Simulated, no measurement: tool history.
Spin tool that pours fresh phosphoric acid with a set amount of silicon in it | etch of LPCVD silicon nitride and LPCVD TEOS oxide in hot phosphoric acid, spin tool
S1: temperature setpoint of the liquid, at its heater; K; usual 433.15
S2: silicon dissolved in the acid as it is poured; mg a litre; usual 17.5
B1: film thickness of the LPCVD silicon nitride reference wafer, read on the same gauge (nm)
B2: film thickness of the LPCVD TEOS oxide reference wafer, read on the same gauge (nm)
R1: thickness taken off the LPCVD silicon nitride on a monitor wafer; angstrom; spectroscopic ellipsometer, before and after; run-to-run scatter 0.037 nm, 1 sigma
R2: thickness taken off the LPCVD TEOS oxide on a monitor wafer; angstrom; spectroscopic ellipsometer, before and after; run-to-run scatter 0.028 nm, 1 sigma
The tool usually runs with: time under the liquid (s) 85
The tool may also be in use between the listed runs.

Run 1, day 0: usual settings; B1 50.01; B2 99.976. Result: R1 89.9 angstrom, R2 1.89 angstrom.
Run 2, day 2.825: usual settings; B1 49.97; B2 100.034. Result: R1 90.2 angstrom, R2 2.68 angstrom.
Run 3, day 4.325: usual settings; B1 50; B2 100.013. Result: R1 90.3 angstrom, R2 2.24 angstrom.
At day 5.238: thermometer replaced.
Run 4, day 6.688: usual settings; B1 50.03; B2 99.966. Result: R1 90.3 angstrom, R2 2.06 angstrom.
Run 5, day 9.204: usual settings; B1 49.99; B2 99.964. Result: R1 90.3 angstrom, R2 2.25 angstrom.
Run 6, day 11.446: usual settings but S1 435.15 K; B1 50; B2 100.028. Result: R1 96.4 angstrom, R2 1.97 angstrom.
Run 7, day 13.842: usual settings but S1 432.15 K, S2 13.5 mg a litre; B1 49.98; B2 100.03. Result: R1 86.5 angstrom, R2 2.81 angstrom.
At day 16.354: gauge calibrated.
Run 8, day 16.804: usual settings but S1 431.65 K, S2 21.5 mg a litre, time under the liquid (s) 40; B1 50.01; B2 99.987. Result: R1 40.3 angstrom, R2 1.02 angstrom.
Run 9, day 18.392: usual settings but S1 435.15 K; B1 49.99; B2 100.015. Result: R1 96.6 angstrom, R2 3.28 angstrom.
At day 20.788: heated supply line repaired.
Run 10, day 20.888: usual settings; B1 49.98; B2 100.005. Result: R1 91.9 angstrom, R2 2.51 angstrom.
Run 11, day 22.696: usual settings but S1 430.65 K, S2 30.5 mg a litre; B1 50.01; B2 99.993. Result: R1 84.2 angstrom, R2 1.62 angstrom.
Run 12, day 24.538: usual settings but S1 432.15 K, S2 26.5 mg a litre; B1 50; B2 99.985. Result: R1 88.7 angstrom, R2 2.07 angstrom.
Run 13, day 28.546: usual settings but S1 430.65 K, S2 10.5 mg a litre, time under the liquid (s) 110; B1 50.02; B2 99.959. Result: R1 109 angstrom, R2 3.32 angstrom.
At day 28.596: dissolved silicon flow meter replaced.
Run 14, day 29.958: usual settings but S1 432.15 K, S2 29 mg a litre, time under the liquid (s) 120; B1 50.02; B2 100.074. Result: R1 125.3 angstrom, R2 2.12 angstrom.
Run 15, day 32.292: usual settings but S2 23 mg a litre, time under the liquid (s) 65; B1 50; B2 99.982. Result: R1 69.9 angstrom, R2 1.35 angstrom.
Run 16, day 35.929: usual settings; B1 49.99; B2 99.978. Result: R1 91.5 angstrom, R2 1.93 angstrom.
Run 17, day 37.483: usual settings but S1 435.15 K, S2 6 mg a litre, time under the liquid (s) 120; B1 50; B2 100.047. Result: R1 138.3 angstrom, R2 5.17 angstrom.
Run 18, day 39.288: usual settings but time under the liquid (s) 115; B1 50.02; B2 100.02. Result: R1 122.4 angstrom, R2 3.01 angstrom.
Run 19, day 42.017: usual settings but S1 431.65 K, S2 7.5 mg a litre, time under the liquid (s) 55; B1 50; B2 99.992. Result: R1 55.9 angstrom, R2 1.91 angstrom.
Run 20, day 44.038: usual settings but S1 434.15 K, S2 26 mg a litre, time under the liquid (s) 45; B1 50; B2 100.026. Result: R1 49.7 angstrom, R2 0.86 angstrom.
Run 21, day 46.246: usual settings but S1 431.15 K, time under the liquid (s) 100; B1 50.01; B2 100.043. Result: R1 99.7 angstrom, R2 1.91 angstrom.
Run 22, day 48.825: usual settings but S2 5.5 mg a litre, time under the liquid (s) 125; B1 50; B2 99.961. Result: R1 134 angstrom, R2 4.17 angstrom.

Alternative continuations, all from the tool just after run 22; predict every row:
Run A, day 48.842: usual settings but S2 31 mg a litre; B1 ?; B2 ?. Result: R1 ?, R2 ?.
Run B, day 48.842: usual settings but time under the liquid (s) 55; B1 ?; B2 ?. Result: R1 ?, R2 ?.
Run C, day 48.842: usual settings but S2 28.5 mg a litre, time under the liquid (s) 60; B1 ?; B2 ?. Result: R1 ?, R2 ?.
Run D, day 48.842: usual settings but S1 434.15 K, S2 9.5 mg a litre; B1 ?; B2 ?. Result: R1 ?, R2 ?.

run     B1       B2    R1    R2
  A  49.98  100.016  90.7  1.76
  B  49.98  100.016  58.7  1.78
  C  49.98  100.016    64  1.37
  D  49.98  100.016  93.8  3.59
What these runs would have given with no unlogged condition in the tool:
run    R1    R2
  A    92  1.82
  B  59.5  1.84
  C  64.9  1.41
  D  95.1  3.71
